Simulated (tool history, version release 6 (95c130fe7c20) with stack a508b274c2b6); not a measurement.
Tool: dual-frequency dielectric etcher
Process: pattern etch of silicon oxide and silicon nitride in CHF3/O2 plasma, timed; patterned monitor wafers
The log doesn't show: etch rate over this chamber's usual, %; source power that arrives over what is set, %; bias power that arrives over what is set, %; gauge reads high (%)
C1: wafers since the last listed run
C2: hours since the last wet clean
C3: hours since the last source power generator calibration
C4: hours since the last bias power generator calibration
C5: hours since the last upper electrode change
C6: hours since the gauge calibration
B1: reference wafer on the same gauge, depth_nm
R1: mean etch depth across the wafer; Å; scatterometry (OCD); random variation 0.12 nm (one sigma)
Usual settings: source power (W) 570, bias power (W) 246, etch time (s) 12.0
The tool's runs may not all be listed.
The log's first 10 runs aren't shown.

At day 8.829: source power generator calibrated.
Run 11, day 9.804: usual settings but source power (W) 530, bias power (W) 271, etch time (s) 13.0; C1 509; C2 249.2; C3 23.4; C4 4757.1; C5 2501.3; C6 1163.3; B1 23.31. Result: R1 220.5 Å.
Run 12, day 10.712: usual settings; C1 396; C2 271.0; C3 45.2; C4 4778.9; C5 2523.1; C6 1185.1; B1 23.31. Result: R1 200.9 Å.
Run 13, day 11.262: usual settings but source power (W) 500, bias power (W) 199, etch time (s) 8.5; C1 240; C2 284.2; C3 58.4; C4 4792.1; C5 2536.3; C6 1198.3; B1 23.29. Result: R1 121.9 Å.
Run 14, day 12.088: usual settings; C1 360; C2 304.0; C3 78.2; C4 4811.9; C5 2556.1; C6 1218.1; B1 23.31. Result: R1 200.3 Å.
At day 12.454: gauge calibrated.
Run 15, day 12.921: usual settings but source power (W) 680, bias power (W) 214; C1 364; C2 324.0; C3 98.2; C4 4831.9; C5 2576.1; C6 11.2; B1 23.32. Result: R1 202.2 Å.
At day 14.033: wet clean of the chamber.
At day 15.146: upper electrode replaced.
Run 16, day 15.167: usual settings but source power (W) 460, bias power (W) 226, etch time (s) 10.0; C1 107; C2 27.2; C3 152.1; C4 4885.8; C5 0.5; C6 65.1; B1 23.31. Result: R1 149.2 Å.
Run 17, day 15.654: usual settings but source power (W) 630, bias power (W) 185, etch time (s) 10.0; C1 213; C2 38.9; C3 163.8; C4 4897.5; C5 12.2; C6 76.8; B1 23.30. Result: R1 150.5 Å.
Run 18, day 16.650: usual settings but source power (W) 500, bias power (W) 296, etch time (s) 9.5; C1 435; C2 62.8; C3 187.7; C4 4921.4; C5 36.1; C6 100.7; B1 23.27. Result: R1 164.0 Å.
Run 19, day 17.254: usual settings but source power (W) 620, bias power (W) 296, etch time (s) 14.0; C1 264; C2 77.3; C3 202.2; C4 4935.9; C5 50.6; C6 115.2; B1 23.28. Result: R1 262.8 Å.
Run 20, day 18.300: usual settings but source power (W) 630, bias power (W) 280; C1 457; C2 102.4; C3 227.3; C4 4961.0; C5 75.7; C6 140.3; B1 23.31. Result: R1 221.0 Å.
Run 21, day 19.792: usual settings but source power (W) 450, bias power (W) 299, etch time (s) 10.5; C1 651; C2 138.2; C3 263.1; C4 4996.8; C5 111.5; C6 176.1; B1 23.29. Result: R1 175.9 Å.
At day 22.875: bias power generator calibrated.
Run 22, day 23.012: usual settings but etch time (s) 10.5; C1 1334; C2 215.5; C3 340.4; C4 3.3; C5 188.8; C6 253.4; B1 23.31. Result: R1 173.9 Å.
Run 23, day 23.854: usual settings but source power (W) 700, bias power (W) 216, etch time (s) 15.0; C1 367; C2 235.7; C3 360.6; C4 23.5; C5 209.0; C6 273.6; B1 23.30. Result: R1 253.8 Å.
At day 27.679: wet clean of the chamber.
Run 24, day 28.050: usual settings but source power (W) 480, etch time (s) 14.0; C1 1396; C2 8.9; C3 461.3; C4 124.2; C5 309.7; C6 374.3; B1 23.29. Result: R1 220.5 Å.
Run 25, day 28.917: usual settings but source power (W) 660, bias power (W) 195, etch time (s) 9.5; C1 378; C2 29.7; C3 482.1; C4 145.0; C5 330.5; C6 395.1; B1 23.28. Result: R1 150.8 Å.
Run 26, day 30.467: usual settings but source power (W) 630, bias power (W) 280, etch time (s) 10.0; C1 677; C2 66.9; C3 519.3; C4 182.2; C5 367.7; C6 432.3; B1 23.31. Result: R1 185.7 Å.
Run 27, day 31.150: usual settings; C1 298; C2 83.3; C3 535.7; C4 198.6; C5 384.1; C6 448.7; B1 23.30. Result: R1 200.9 Å.
Run 28, day 32.304: usual settings; C1 504; C2 111.0; C3 563.4; C4 226.3; C5 411.8; C6 476.4; B1 23.29. Result: R1 200.0 Å.
Run 29, day 33.508: usual settings but source power (W) 660, bias power (W) 204, etch time (s) 14.5; C1 526; C2 139.9; C3 592.3; C4 255.2; C5 440.7; C6 505.3; B1 23.28. Result: R1 235.1 Å.
Run 30, day 34.042: usual settings; C1 233; C2 152.7; C3 605.1; C4 268.0; C5 453.5; C6 518.1; B1 23.31. Result: R1 201.4 Å.
Run 31, day 35.250: usual settings; C1 528; C2 181.7; C3 634.1; C4 297.0; C5 482.5; C6 547.1; B1 23.32. Result: R1 200.7 Å.

Forecast each of these 3 alternatives for the next run:
Run A, day 35.267: usual settings but source power (W) 460; C1 7; C2 182.1; C3 634.5; C4 297.4; C5 482.9; C6 547.5; B1 ?. Result: R1 ?.
Run B, day 35.267: usual settings but bias power (W) 292, etch time (s) 14.5; C1 7; C2 182.1; C3 634.5; C4 297.4; C5 482.9; C6 547.5; B1 ?. Result: R1 ?.
Run C, day 35.267: usual settings but source power (W) 470, bias power (W) 307, etch time (s) 9.0; C1 7; C2 182.1; C3 634.5; C4 297.4; C5 482.9; C6 547.5; B1 ?. Result: R1 ?.

run     B1     R1
  A  23.29  185.4
  B  23.29  262.9
  C  23.29  155.7
Without the tool's hidden state the same runs would have given:
run     R1
  A  185.4
  B  262.9
  C  155.7
